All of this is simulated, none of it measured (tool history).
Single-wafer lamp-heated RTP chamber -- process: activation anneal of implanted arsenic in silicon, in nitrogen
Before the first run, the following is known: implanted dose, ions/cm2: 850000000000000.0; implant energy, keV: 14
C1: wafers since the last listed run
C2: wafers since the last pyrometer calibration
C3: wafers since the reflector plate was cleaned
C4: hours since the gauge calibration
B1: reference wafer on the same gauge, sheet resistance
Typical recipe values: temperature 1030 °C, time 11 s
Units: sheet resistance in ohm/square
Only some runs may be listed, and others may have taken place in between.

run 1 hour=0.0 | temperature=1030 time=16 | C1=0 C2=1410 C3=6850 C4=133.5 | B1=164.80 | sheet_resistance=134.60
-- hour=7.3 pyrometer window cleaned and pyrometer calibrated
run 2 hour=7.8 | temperature=1030 time=16 | C1=9 C2=9 C3=6859 C4=141.3 | B1=165.06 | sheet_resistance=139.31
run 3 hour=14.2 | temperature=1030 time=11 | C1=115 C2=125 C3=6975 C4=147.7 | B1=164.97 | sheet_resistance=143.06
run 4 hour=29.3 | temperature=1030 time=11 | C1=273 C2=398 C3=7248 C4=162.8 | B1=165.02 | sheet_resistance=141.70
run 5 hour=37.6 | temperature=1030 time=11 | C1=150 C2=548 C3=7398 C4=171.1 | B1=164.97 | sheet_resistance=142.85
run 6 hour=52.4 | temperature=1030 time=13 | C1=267 C2=816 C3=7666 C4=185.9 | B1=165.07 | sheet_resistance=137.02
run 7 hour=67.6 | temperature=1030 time=13 | C1=274 C2=1091 C3=7941 C4=201.1 | B1=165.03 | sheet_resistance=139.70
run 8 hour=82.4 | temperature=1022 time=11 | C1=267 C2=1358 C3=8208 C4=215.9 | B1=164.75 | sheet_resistance=144.19
-- hour=96.8 pyrometer window cleaned and pyrometer calibrated
run 9 hour=97.7 | temperature=1022 time=11 | C1=132 C2=17 C3=8340 C4=231.2 | B1=164.91 | sheet_resistance=146.36
run 10 hour=112.7 | temperature=1022 time=11 | C1=271 C2=288 C3=8612 C4=246.2 | B1=164.80 | sheet_resistance=146.30
run 11 hour=128.5 | temperature=1019 time=11 | C1=285 C2=574 C3=8897 C4=262.0 | B1=164.90 | sheet_resistance=144.71
run 12 hour=137.5 | temperature=1042 time=6 | C1=162 C2=737 C3=9060 C4=271.0 | B1=164.90 | sheet_resistance=145.66
run 13 hour=146.7 | temperature=1022 time=11 | C1=166 C2=903 C3=9227 C4=280.2 | B1=164.87 | sheet_resistance=143.41
-- hour=148.2 gauge calibrated
run 14 hour=163.2 | temperature=1022 time=11 | C1=298 C2=1201 C3=9525 C4=15.0 | B1=165.10 | sheet_resistance=142.12
-- hour=171.5 pyrometer window cleaned and pyrometer calibrated
-- hour=173.7 reflector plate cleaned
run 15 hour=174.2 | temperature=1052 time=6 | C1=14 C2=9 C3=9 C4=26.0 | B1=164.97 | sheet_resistance=143.40
run 16 hour=191.2 | temperature=1010 time=5 | C1=307 C2=316 C3=316 C4=43.0 | B1=164.95 | sheet_resistance=158.35
run 17 hour=200.0 | temperature=1046 time=17 | C1=159 C2=476 C3=476 C4=51.8 | B1=165.09 | sheet_resistance=132.01
run 18 hour=215.8 | temperature=1030 time=11 | C1=285 C2=761 C3=761 C4=67.6 | B1=165.00 | sheet_resistance=140.82
run 19 hour=222.4 | temperature=1030 time=11 | C1=119 C2=881 C3=881 C4=74.2 | B1=165.02 | sheet_resistance=140.03
run 20 hour=231.2 | temperature=1019 time=8 | C1=159 C2=1040 C3=1040 C4=83.0 | B1=165.17 | sheet_resistance=149.38
-- hour=245.5 pyrometer window cleaned and pyrometer calibrated
run 21 hour=246.0 | temperature=1038 time=6 | C1=122 C2=8 C3=1163 C4=97.8 | B1=164.87 | sheet_resistance=146.50

Forecast each of these 5 alternatives for the next run:
run A hour=246.4 | temperature=1030 time=8 | C1=7 C2=16 C3=1170 C4=98.2 | B1=? | sheet_resistance=?
run B hour=246.4 | temperature=1040 time=7 | C1=7 C2=16 C3=1170 C4=98.2 | B1=? | sheet_resistance=?
run C hour=246.4 | temperature=1054 time=13 | C1=7 C2=16 C3=1170 C4=98.2 | B1=? | sheet_resistance=?
run D hour=246.4 | temperature=1047 time=6 | C1=7 C2=16 C3=1170 C4=98.2 | B1=? | sheet_resistance=?
run E hour=246.4 | temperature=1014 time=7 | C1=7 C2=16 C3=1170 C4=98.2 | B1=? | sheet_resistance=?

run=A B1=165.04 sheet_resistance=148.71
run=B B1=165.04 sheet_resistance=146.99
run=C B1=165.04 sheet_resistance=134.38
run=D B1=165.04 sheet_resistance=146.70
run=E B1=165.04 sheet_resistance=156.08
With the hidden condition removed and each run's random variation left untouched, the same runs would have given:
run=A sheet_resistance=148.91
run=B sheet_resistance=147.18
run=C sheet_resistance=134.55
run=D sheet_resistance=146.89
run=E sheet_resistance=156.28
